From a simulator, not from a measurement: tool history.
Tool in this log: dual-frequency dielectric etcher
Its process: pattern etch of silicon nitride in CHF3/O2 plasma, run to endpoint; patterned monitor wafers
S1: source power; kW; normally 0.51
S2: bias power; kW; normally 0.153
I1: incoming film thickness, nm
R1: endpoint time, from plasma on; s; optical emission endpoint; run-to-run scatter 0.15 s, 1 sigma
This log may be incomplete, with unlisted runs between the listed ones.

run   hour    S1     S2    I1    R1
  1      0  0.51  0.153  65.2  47.7
  2   70.7  0.51  0.153  64.8  47.1
       118  -- wet clean of the chamber
  3  118.5  0.51  0.153  64.9    49
  4  162.4  0.51  0.139    65  49.4
  5  209.8  0.51  0.139  64.4  49.2
  6  259.7  0.51  0.153  64.9  48.5
  7  299.1  0.51  0.153  65.4  48.8
  8  351.3  0.51  0.133  64.9  49.4
       359  -- source power generator calibrated
  9  382.2  0.51  0.133  65.2  49.1
 10    426  0.51  0.133  65.2  49.3
     481.5  -- upper electrode replaced
 11  496.2  0.51  0.153  65.2  47.8
 12  536.1  0.51  0.153  65.2  47.8
 13  571.8  0.51  0.124  65.1  49.4
 14  597.4  0.56  0.129  65.5  47.2
 15  647.7   0.6   0.12  64.6  45.3
     699.7  -- wet clean of the chamber
 16    701  0.51  0.153  65.5  49.4
 17  728.9  0.51  0.124  65.6  50.9
     736.7  -- bias power generator calibrated
 18  779.7   0.4  0.122  64.9  56.4
 19    824  0.51  0.153    65  48.4
 20  876.1  0.54  0.123  65.6  49.2
 21  942.5  0.61  0.153  64.7    44
 22   1000  0.51  0.134    64  48.2

Each row is a separate what-if for the run after 22, all from the same tool condition, not one after another. Results?
  A  1000.4  0.51  0.153  64.7   ?
  B  1000.4   0.4  0.153  64.7   ?
  C  1000.4  0.51  0.186  64.7   ?

run    R1
  A  47.9
  B  53.7
  C  46.2
Without the tool's hidden state the same runs would have given:
run    R1
  A  48.9
  B  54.8
  C  47.1
